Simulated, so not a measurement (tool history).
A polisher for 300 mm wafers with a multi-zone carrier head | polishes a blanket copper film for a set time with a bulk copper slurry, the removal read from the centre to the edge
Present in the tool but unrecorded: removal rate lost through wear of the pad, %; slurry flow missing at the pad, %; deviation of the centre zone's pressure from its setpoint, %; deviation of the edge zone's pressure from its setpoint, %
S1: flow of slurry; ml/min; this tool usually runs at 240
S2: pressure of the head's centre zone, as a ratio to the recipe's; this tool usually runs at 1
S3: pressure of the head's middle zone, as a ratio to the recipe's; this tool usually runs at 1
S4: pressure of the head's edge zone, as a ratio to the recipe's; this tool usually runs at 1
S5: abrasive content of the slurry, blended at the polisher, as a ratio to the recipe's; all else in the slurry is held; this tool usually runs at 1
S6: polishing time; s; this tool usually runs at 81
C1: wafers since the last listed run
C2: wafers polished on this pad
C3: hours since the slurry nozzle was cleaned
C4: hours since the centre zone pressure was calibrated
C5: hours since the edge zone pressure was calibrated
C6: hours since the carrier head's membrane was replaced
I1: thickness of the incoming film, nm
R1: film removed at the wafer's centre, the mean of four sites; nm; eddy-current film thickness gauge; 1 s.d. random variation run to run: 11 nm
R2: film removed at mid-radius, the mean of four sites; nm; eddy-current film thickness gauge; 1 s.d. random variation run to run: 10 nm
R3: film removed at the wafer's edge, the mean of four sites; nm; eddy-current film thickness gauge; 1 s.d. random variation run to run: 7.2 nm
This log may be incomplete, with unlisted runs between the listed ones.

run 1 hour=0 | S1=240 S2=1 S3=1 S4=1 S5=1 S6=81 | C1=0 C2=108 C3=420.2 C4=62.5 C5=246.3 C6=590.7 | I1=3266.2 | R1=772.9 R2=807.7 R3=802.5
run 2 hour=90.3 | S1=185 S2=0.92 S3=1 S4=1.06 S5=1 S6=57 | C1=672 C2=781 C3=510.5 C4=152.8 C5=336.6 C6=681 | I1=3262.7 | R1=466.9 R2=538.3 R3=552.4
-- hour=92.8 slurry nozzle cleaned
run 3 hour=156.5 | S1=240 S2=1 S3=1 S4=1.07 S5=1 S6=70 | C1=485 C2=1267 C3=63.7 C4=219 C5=402.8 C6=747.2 | I1=3228.7 | R1=669.5 R2=700.3 R3=712.3
run 4 hour=222.5 | S1=205 S2=1.07 S3=1 S4=1 S5=1 S6=81 | C1=491 C2=1759 C3=129.7 C4=285 C5=468.8 C6=813.2 | I1=3187.9 | R1=766.7 R2=779.2 R3=771.4
run 5 hour=298 | S1=240 S2=0.95 S3=1 S4=1 S5=0.75 S6=81 | C1=562 C2=2321 C3=205.2 C4=360.5 C5=544.3 C6=888.7 | I1=3181.4 | R1=668.8 R2=748.7 R3=706.8
-- hour=348.5 edge zone pressure recalibrated
run 6 hour=358.4 | S1=240 S2=0.92 S3=1 S4=1.07 S5=1 S6=81 | C1=435 C2=2756 C3=265.6 C4=420.9 C5=9.9 C6=949.1 | I1=3188.9 | R1=720.2 R2=763.6 R3=807.4
run 7 hour=399.2 | S1=315 S2=1 S3=1 S4=1.08 S5=0.75 S6=107 | C1=304 C2=3060 C3=306.4 C4=461.7 C5=50.7 C6=989.9 | I1=3265.5 | R1=928.4 R2=993 R3=980.5
run 8 hour=439.2 | S1=240 S2=1 S3=1 S4=1 S5=1 S6=81 | C1=298 C2=3359 C3=346.4 C4=501.7 C5=90.7 C6=1029.9 | I1=3257.6 | R1=752.5 R2=781.7 R3=765.4
-- hour=538.3 worn pad replaced by a new one
run 9 hour=547.1 | S1=240 S2=1.06 S3=1 S4=0.91 S5=1 S6=81 | C1=774 C2=65 C3=454.3 C4=609.6 C5=198.6 C6=1137.8 | I1=3244.3 | R1=812.3 R2=808 R3=777.1
run 10 hour=628.5 | S1=290 S2=0.88 S3=1 S4=1 S5=0.75 S6=103 | C1=606 C2=672 C3=535.7 C4=691 C5=280 C6=1219.2 | I1=3253.6 | R1=845.6 R2=964.3 R3=949.4
-- hour=650.9 slurry nozzle cleaned
run 11 hour=696.4 | S1=180 S2=1 S3=1 S4=1 S5=1 S6=81 | C1=498 C2=1170 C3=45.5 C4=758.9 C5=347.9 C6=1287.1 | I1=3242.4 | R1=704.6 R2=737.2 R3=755.4
run 12 hour=748.5 | S1=240 S2=1 S3=1 S4=1 S5=0.7 S6=81 | C1=388 C2=1559 C3=97.6 C4=811 C5=400 C6=1339.2 | I1=3200.1 | R1=686 R2=718.5 R3=707.7
-- hour=837.2 carrier head's membrane replaced by a new one
run 13 hour=844.2 | S1=240 S2=1 S3=1 S4=1 S5=1 S6=81 | C1=675 C2=2235 C3=193.3 C4=906.7 C5=495.7 C6=7 | I1=3221.4 | R1=774.7 R2=773.6 R3=784.9
-- hour=851.7 edge zone pressure recalibrated
run 14 hour=887.1 | S1=175 S2=1 S3=0.89 S4=1 S5=1 S6=81 | C1=304 C2=2539 C3=236.2 C4=949.6 C5=35.4 C6=49.9 | I1=3272.1 | R1=683.1 R2=662.5 R3=733.7
run 15 hour=976 | S1=270 S2=0.88 S3=1 S4=1.09 S5=1 S6=81 | C1=662 C2=3202 C3=325.1 C4=1038.5 C5=124.3 C6=138.8 | I1=3203.8 | R1=691.5 R2=780.2 R3=802.3
run 16 hour=1077.6 | S1=240 S2=1.05 S3=1.06 S4=1.06 S5=0.8 S6=81 | C1=757 C2=3959 C3=426.7 C4=1140.1 C5=225.9 C6=240.4 | I1=3280.7 | R1=721.7 R2=751.2 R3=716.3
run 17 hour=1125.8 | S1=240 S2=1 S3=1 S4=1 S5=1 S6=81 | C1=359 C2=4318 C3=474.9 C4=1188.3 C5=274.1 C6=288.6 | I1=3186.8 | R1=745.4 R2=744.2 R3=755
-- hour=1182 worn pad replaced by a new one
-- hour=1185.2 slurry nozzle cleaned
-- hour=1218 centre zone pressure recalibrated
run 18 hour=1225.8 | S1=165 S2=1 S3=1 S4=1 S5=1 S6=104 | C1=693 C2=304 C3=40.6 C4=7.8 C5=374.1 C6=388.6 | I1=3274.3 | R1=875.1 R2=913.1 R3=952.1
run 19 hour=1270.8 | S1=240 S2=1 S3=1 S4=1 S5=1 S6=81 | C1=335 C2=639 C3=85.6 C4=52.8 C5=419.1 C6=433.6 | I1=3237.9 | R1=795.5 R2=812.6 R3=795.9
run 20 hour=1337.7 | S1=240 S2=1 S3=1 S4=1 S5=1 S6=81 | C1=498 C2=1138 C3=152.5 C4=119.7 C5=486 C6=500.5 | I1=3242 | R1=781.5 R2=784.6 R3=793

Predict each of these 5 candidate next runs independently; none follows another, all start after run 20:
run A hour=1338.2 | S1=240 S2=1 S3=1 S4=1 S5=1.15 S6=81 | C1=3 C2=1141 C3=153 C4=120.2 C5=486.5 C6=501 | I1=3190.3 | R1=? R2=? R3=?
run B hour=1338.2 | S1=240 S2=1 S3=1 S4=0.9 S5=1.2 S6=81 | C1=3 C2=1141 C3=153 C4=120.2 C5=486.5 C6=501 | I1=3190.3 | R1=? R2=? R3=?
run C hour=1338.2 | S1=240 S2=1.07 S3=1.07 S4=1 S5=0.9 S6=81 | C1=3 C2=1141 C3=153 C4=120.2 C5=486.5 C6=501 | I1=3190.3 | R1=? R2=? R3=?
run D hour=1338.2 | S1=240 S2=0.95 S3=1 S4=1.05 S5=1 S6=81 | C1=3 C2=1141 C3=153 C4=120.2 C5=486.5 C6=501 | I1=3190.3 | R1=? R2=? R3=?
run E hour=1338.2 | S1=240 S2=1 S3=0.91 S4=0.89 S5=1 S6=81 | C1=3 C2=1141 C3=153 C4=120.2 C5=486.5 C6=501 | I1=3190.3 | R1=? R2=? R3=?

run=A R1=816.3 R2=841.6 R3=830.5
run=B R1=826.4 R2=852.2 R3=805.7
run=C R1=804.6 R2=828 R3=771
run=D R1=749.5 R2=807.7 R3=813.4
run=E R1=782.7 R2=746.3 R3=761.2
What these runs would have given with no unlogged condition in the tool:
run=A R1=826.2 R2=851.9 R3=840.6
run=B R1=836.5 R2=862.6 R3=815.5
run=C R1=814.3 R2=838.1 R3=780.4
run=D R1=758.6 R2=817.5 R3=823.3
run=E R1=792.2 R2=755.4 R3=770.4
